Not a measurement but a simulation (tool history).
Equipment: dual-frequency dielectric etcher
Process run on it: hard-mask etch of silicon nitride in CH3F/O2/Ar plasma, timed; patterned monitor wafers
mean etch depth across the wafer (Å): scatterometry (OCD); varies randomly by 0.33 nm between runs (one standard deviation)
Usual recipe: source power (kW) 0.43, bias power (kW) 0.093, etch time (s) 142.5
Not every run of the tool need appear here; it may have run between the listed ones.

| run | day | source power (kW) | bias power (kW) | etch time (s) | wafers since the last listed run | hours since the last wet clean | hours since the last source power generator calibration | hours since the last bias power generator calibration | hours since the last upper electrode change | hours since the gauge calibration | read-back reference wafer on the same gauge, depth_nm | mean etch depth across the wafer (Å) |
|---|---|---|---|---|---|---|---|---|---|---|---|---|
| 1 | 0 | 0.36 | 0.093 | 142.5 | 0 | 160.6 | 3438.3 | 3154.7 | 5001.8 | 208.3 | 113.2 | 936 |
| 2 | 1.421 | 0.36 | 0.093 | 142.5 | 408 | 194.7 | 3472.4 | 3188.8 | 5035.9 | 242.4 | 113.1 | 935 |
| 3 | 1.962 | 0.36 | 0.093 | 142.5 | 155 | 207.7 | 3485.4 | 3201.8 | 5048.9 | 255.4 | 113.1 | 931 |
| 4 | 2.625 | 0.43 | 0.079 | 142.5 | 190 | 223.6 | 3501.3 | 3217.7 | 5064.8 | 271.3 | 113 | 911 |
| 5 | 3.983 | 0.43 | 0.079 | 142.5 | 390 | 256.2 | 3533.9 | 3250.3 | 5097.4 | 303.9 | 113.1 | 908 |
| 6 | 4.875 | 0.43 | 0.093 | 142.5 | 256 | 277.6 | 3555.3 | 3271.7 | 5118.8 | 325.3 | 113.1 | 972 |
| 7 | 5.667 | 0.43 | 0.093 | 142.5 | 227 | 296.6 | 3574.3 | 3290.7 | 5137.8 | 344.3 | 112.9 | 974 |
| 8 | 6.621 | 0.43 | 0.093 | 142.5 | 274 | 319.5 | 3597.2 | 3313.6 | 5160.7 | 367.2 | 113 | 972 |
| 9 | 7.125 | 0.43 | 0.093 | 142.5 | 144 | 331.6 | 3609.3 | 3325.7 | 5172.8 | 379.3 | 113 | 970 |
| 10 | 7.875 | 0.43 | 0.093 | 142.5 | 215 | 349.6 | 3627.3 | 3343.7 | 5190.8 | 397.3 | 113 | 964 |
|  | 9.417 | wet clean of the chamber |
| 11 | 9.438 | 0.43 | 0.093 | 142.5 | 161 | 0.5 | 3664.8 | 3381.2 | 5228.3 | 434.8 | 113.1 | 997 |
| 12 | 10.379 | 0.37 | 0.093 | 142.5 | 270 | 23.1 | 3687.4 | 3403.8 | 5250.9 | 457.4 | 113.2 | 956 |
| 13 | 11.421 | 0.54 | 0.093 | 124 | 299 | 48.1 | 3712.4 | 3428.8 | 5275.9 | 482.4 | 113 | 928 |
| 14 | 11.988 | 0.43 | 0.076 | 142.5 | 162 | 61.7 | 3726 | 3442.4 | 5289.5 | 496 | 112.9 | 911 |
|  | 13.5 | upper electrode replaced |
|  | 13.579 | bias power generator calibrated |
| 15 | 13.6 | 0.43 | 0.111 | 116 | 152 | 100.4 | 3764.7 | 0.5 | 2.4 | 534.7 | 113 | 873 |
| 16 | 14.446 | 0.46 | 0.102 | 123.5 | 242 | 120.7 | 3785 | 20.8 | 22.7 | 555 | 113.1 | 906 |
|  | 14.8 | gauge calibrated |
|  | 15.017 | source power generator calibrated |
| 17 | 15.612 | 0.43 | 0.093 | 109.5 | 287 | 148.7 | 14.3 | 48.8 | 50.7 | 19.5 | 113 | 758 |
| 18 | 16.288 | 0.43 | 0.093 | 142.5 | 193 | 164.9 | 30.5 | 65 | 66.9 | 35.7 | 112.9 | 983 |
| 19 | 17.667 | 0.46 | 0.086 | 117.5 | 396 | 198 | 63.6 | 98.1 | 100 | 68.8 | 113 | 797 |
| 20 | 18.496 | 0.52 | 0.084 | 162.5 | 238 | 217.9 | 83.5 | 118 | 119.9 | 88.7 | 113.1 | 1125 |
| 21 | 19.821 | 0.36 | 0.093 | 142.5 | 380 | 249.7 | 115.3 | 149.8 | 151.7 | 120.5 | 112.9 | 929 |
| 22 | 20.6 | 0.43 | 0.086 | 142.5 | 223 | 268.4 | 134 | 168.5 | 170.4 | 139.2 | 113 | 940 |

The logged runs with the hidden state left out (each run's random variation unchanged):
What the log doesn't record here: etch rate over this chamber's usual, %; source power that arrives over what is set, %; bias power that arrives over what is set, %; gauge reads high (%).
| run | mean etch depth across the wafer (Å) |
|---|---|
| 1 | 952 |
| 2 | 955 |
| 3 | 953 |
| 4 | 933 |
| 5 | 933 |
| 6 | 1001 |
| 7 | 1006 |
| 8 | 1006 |
| 9 | 1005 |
| 10 | 1000 |
| 11 | 1000 |
| 12 | 961 |
| 13 | 936 |
| 14 | 919 |
| 15 | 885 |
| 16 | 921 |
| 17 | 772 |
| 18 | 1003 |
| 19 | 816 |
| 20 | 1154 |
| 21 | 957 |
| 22 | 969 |
